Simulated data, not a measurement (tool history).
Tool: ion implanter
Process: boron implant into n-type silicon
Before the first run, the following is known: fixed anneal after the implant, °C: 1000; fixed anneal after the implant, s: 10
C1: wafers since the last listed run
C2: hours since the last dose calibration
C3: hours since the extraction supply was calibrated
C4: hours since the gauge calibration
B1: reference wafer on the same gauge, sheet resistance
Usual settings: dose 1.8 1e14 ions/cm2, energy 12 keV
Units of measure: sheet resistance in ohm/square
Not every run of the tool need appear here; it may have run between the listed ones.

Run 1, hour 0: usual settings but dose 1.43 1e14 ions/cm2; C1 0; C2 589.6; C3 7115.4; C4 532.2; B1 481.15. Result: sheet resistance 645.98 ohm/square.
Run 2, hour 33.8: usual settings but dose 1.43 1e14 ions/cm2; C1 695; C2 623.4; C3 7149.2; C4 566; B1 480.76. Result: sheet resistance 644.91 ohm/square.
Run 3, hour 89.2: usual settings; C1 1140; C2 678.8; C3 7204.6; C4 621.4; B1 481.23. Result: sheet resistance 540.72 ohm/square.
Run 4, hour 152.8: usual settings; C1 1309; C2 742.4; C3 7268.2; C4 685; B1 481.39. Result: sheet resistance 535.9 ohm/square.
Run 5, hour 179.9: usual settings; C1 557; C2 769.5; C3 7295.3; C4 712.1; B1 481.21. Result: sheet resistance 536.86 ohm/square.
At hour 207.5: gauge calibrated.
Run 6, hour 220.7: usual settings; C1 839; C2 810.3; C3 7336.1; C4 13.2; B1 480.72. Result: sheet resistance 542.04 ohm/square.
Run 7, hour 275.2: usual settings; C1 1121; C2 864.8; C3 7390.6; C4 67.7; B1 481.28. Result: sheet resistance 540.15 ohm/square.
Run 8, hour 330.8: usual settings; C1 1144; C2 920.4; C3 7446.2; C4 123.3; B1 481.14. Result: sheet resistance 538.37 ohm/square.
Run 9, hour 361.1: usual settings; C1 623; C2 950.7; C3 7476.5; C4 153.6; B1 480.8. Result: sheet resistance 538.53 ohm/square.
Run 10, hour 385.4: usual settings; C1 500; C2 975; C3 7500.8; C4 177.9; B1 481.33. Result: sheet resistance 540.49 ohm/square.
At hour 432.5: Faraday cup replaced and dose calibrated.
Run 11, hour 440: usual settings but energy 14.5 keV; C1 959; C2 7.5; C3 7555.4; C4 232.5; B1 481.09. Result: sheet resistance 513.74 ohm/square.
At hour 471.2: extraction supply calibrated.
Run 12, hour 506.4: usual settings but energy 14.5 keV; C1 1202; C2 73.9; C3 35.2; C4 298.9; B1 481. Result: sheet resistance 516.76 ohm/square.
Run 13, hour 543.1: usual settings; C1 755; C2 110.6; C3 71.9; C4 335.6; B1 481.34. Result: sheet resistance 529.75 ohm/square.
Run 14, hour 568.5: usual settings; C1 522; C2 136; C3 97.3; C4 361; B1 480.94. Result: sheet resistance 530.63 ohm/square.
Run 15, hour 619.6: usual settings but dose 1.43 1e14 ions/cm2, energy 13.5 keV; C1 1052; C2 187.1; C3 148.4; C4 412.1; B1 481.12. Result: sheet resistance 628.97 ohm/square.
Run 16, hour 658.1: usual settings but dose 2.33 1e14 ions/cm2, energy 9 keV; C1 792; C2 225.6; C3 186.9; C4 450.6; B1 481.01. Result: sheet resistance 446.46 ohm/square.
Run 17, hour 718.5: usual settings but dose 1.56 1e14 ions/cm2, energy 9 keV; C1 1243; C2 286; C3 247.3; C4 511; B1 480.97. Result: sheet resistance 622.05 ohm/square.
Run 18, hour 758.9: usual settings but dose 1.99 1e14 ions/cm2; C1 831; C2 326.4; C3 287.7; C4 551.4; B1 480.91. Result: sheet resistance 493.54 ohm/square.
Run 19, hour 800.1: usual settings; C1 848; C2 367.6; C3 328.9; C4 592.6; B1 481.02. Result: sheet resistance 534.77 ohm/square.
Run 20, hour 839.2: usual settings but dose 1.99 1e14 ions/cm2; C1 804; C2 406.7; C3 368; C4 631.7; B1 481.03. Result: sheet resistance 492.07 ohm/square.
Run 21, hour 876.8: usual settings but dose 2.18 1e14 ions/cm2; C1 774; C2 444.3; C3 405.6; C4 669.3; B1 480.66. Result: sheet resistance 458.35 ohm/square.
At hour 895.6: gauge calibrated.
Run 22, hour 933: usual settings but dose 2.03 1e14 ions/cm2, energy 10.5 keV; C1 1156; C2 500.5; C3 461.8; C4 37.4; B1 481.01. Result: sheet resistance 496.96 ohm/square.
Run 23, hour 989.9: usual settings but dose 1.35 1e14 ions/cm2, energy 15.5 keV; C1 1171; C2 557.4; C3 518.7; C4 94.3; B1 481.19. Result: sheet resistance 651.39 ohm/square.
Run 24, hour 1060.5: usual settings but dose 1.35 1e14 ions/cm2, energy 9.5 keV; C1 1453; C2 628; C3 589.3; C4 164.9; B1 480.73. Result: sheet resistance 696.8 ohm/square.
Run 25, hour 1113.9: usual settings but dose 1.62 1e14 ions/cm2, energy 14 keV; C1 1099; C2 681.4; C3 642.7; C4 218.3; B1 480.94. Result: sheet resistance 577.22 ohm/square.
Run 26, hour 1172.6: usual settings; C1 1208; C2 740.1; C3 701.4; C4 277; B1 481.15. Result: sheet resistance 538.58 ohm/square.
Run 27, hour 1218.8: usual settings but dose 2.33 1e14 ions/cm2, energy 13 keV; C1 951; C2 786.3; C3 747.6; C4 323.2; B1 481.17. Result: sheet resistance 434.63 ohm/square.

Difference, measured minus no-hidden-state, one row per run. Run-to-run variation is common to both terms; the gauge's own scatter need not be:
Hidden conditions of the tool in this case: deviation of the true dose from the Faraday cup's reading, %; deviation of the true energy from its setpoint, %; gauge reads high (%).
run  sheet resistance
  1              +9.5
  2            +10.08
  3              +9.4
  4            +10.28
  5            +10.69
  6            +11.41
  7            +12.19
  8            +12.98
  9            +13.43
 10            +13.85
 11              +1.2
 12             +2.15
 13             +2.75
 14             +3.13
 15             +4.52
 16             +3.82
 17             +6.17
 18             +5.54
 19             +6.58
 20             +6.63
 21              +6.7
 22                +8
 23            +11.16
 24            +13.37
 25            +12.04
 26             +12.2
 27            +10.55
